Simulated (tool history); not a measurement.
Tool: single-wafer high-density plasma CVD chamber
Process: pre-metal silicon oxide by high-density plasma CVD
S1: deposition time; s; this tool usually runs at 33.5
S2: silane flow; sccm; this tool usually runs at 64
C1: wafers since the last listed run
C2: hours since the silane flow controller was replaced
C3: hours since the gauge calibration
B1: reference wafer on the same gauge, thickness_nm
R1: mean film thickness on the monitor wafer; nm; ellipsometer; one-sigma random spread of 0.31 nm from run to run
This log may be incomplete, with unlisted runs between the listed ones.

run   hour    S1  S2   C1      C2     C3       B1       R1
  1    0.0  33.5  64    0  3193.4  196.8  205.953  211.796
  2   15.5  33.5  64  211  3208.9  212.3  206.131  211.098
  3   36.5  37.2  64  285  3229.9  233.3  205.972  234.899
  4   70.7  37.2  64  465  3264.1  267.5  206.066  234.995
  5   90.4  37.2  64  268  3283.8  287.2  205.990  235.369
  6  118.3  33.5  54  379  3311.7  315.1  206.177  195.010
  7  147.8  33.5  67  401  3341.2  344.6  206.085  216.595
  8  172.1  30.9  54  330  3365.5  368.9  205.952  180.128
  9  193.2  33.5  64  287  3386.6  390.0  206.023  211.600
 10  217.6  33.5  64  332  3411.0  414.4  206.035  211.498
 11  231.3  33.5  64  186  3424.7  428.1  206.037  212.164
 12  247.1  37.9  64  215  3440.5  443.9  206.030  239.676
 13  264.1  37.6  61  231  3457.5  460.9  206.067  232.225
 14  281.2  37.6  61  232  3474.6  478.0  206.008  232.025
 15  296.2  38.4  69  204  3489.6  493.0  206.088  252.325
 16  311.1  38.4  69  202  3504.5  507.9  205.849  252.489
 17  328.9  35.6  56  242  3522.3  525.7  205.978  210.995
 18  341.7  35.6  56  174  3535.1  538.5  206.049  210.954
 19  371.2  33.5  73  401  3564.6  568.0  206.014  226.629
     384.4  -- gauge calibrated
 20  388.5  30.7  55  235  3581.9    4.1  205.958  180.385
 21  411.8  35.6  56  317  3605.2   27.4  205.954  211.477
 22  436.4  36.8  56  334  3629.8   52.0  206.102  217.610
 23  457.2  29.4  64  283  3650.6   72.8  206.063  185.598
 24  481.9  28.3  61  336  3675.3   97.5  206.081  175.276
 25  507.0  39.3  68  341  3700.4  122.6  206.173  256.128
 26  541.0  33.5  64  462  3734.4  156.6  205.969  211.887
 27  555.5  33.5  64  197  3748.9  171.1  206.150  212.068
 28  569.0  33.5  64  183  3762.4  184.6  206.028  212.072
 29  590.6  33.5  64  294  3784.0  206.2  206.046  211.800
     624.6  -- silane flow controller replaced
 30  625.1  29.1  64  360     0.5  240.7  205.954  178.600
 31  643.7  33.5  71  253    19.1  259.3  206.079  216.875
 32  681.8  27.3  53  518    57.2  297.4  206.110  153.508
 33  717.8  36.9  54  490    93.2  333.4  205.935  209.612
 34  750.8  37.9  64  449   126.2  366.4  205.973  233.427
 35  764.7  30.7  55  189   140.1  380.3  206.090  175.833
 36  794.4  37.7  64  404   169.8  410.0  206.080  232.004
 37  828.4  33.5  64  462   203.8  444.0  206.108  206.888
 38  858.4  27.7  61  408   233.8  474.0  206.029  166.951

Below are 3 alternative next runs, each starting from the tool's condition after run 38. Predict each:
  A  858.8  31.7  64   5  234.2  474.4   ?   ?
  B  858.8  36.3  75   5  234.2  474.4   ?   ?
  C  858.8  38.0  54   5  234.2  474.4   ?   ?

run       B1       R1
  A  206.061  195.141
  B  206.061  242.662
  C  206.061  215.648
Without the tool's hidden state the same runs would have given:
run       R1
  A  194.445
  B  241.795
  C  214.878

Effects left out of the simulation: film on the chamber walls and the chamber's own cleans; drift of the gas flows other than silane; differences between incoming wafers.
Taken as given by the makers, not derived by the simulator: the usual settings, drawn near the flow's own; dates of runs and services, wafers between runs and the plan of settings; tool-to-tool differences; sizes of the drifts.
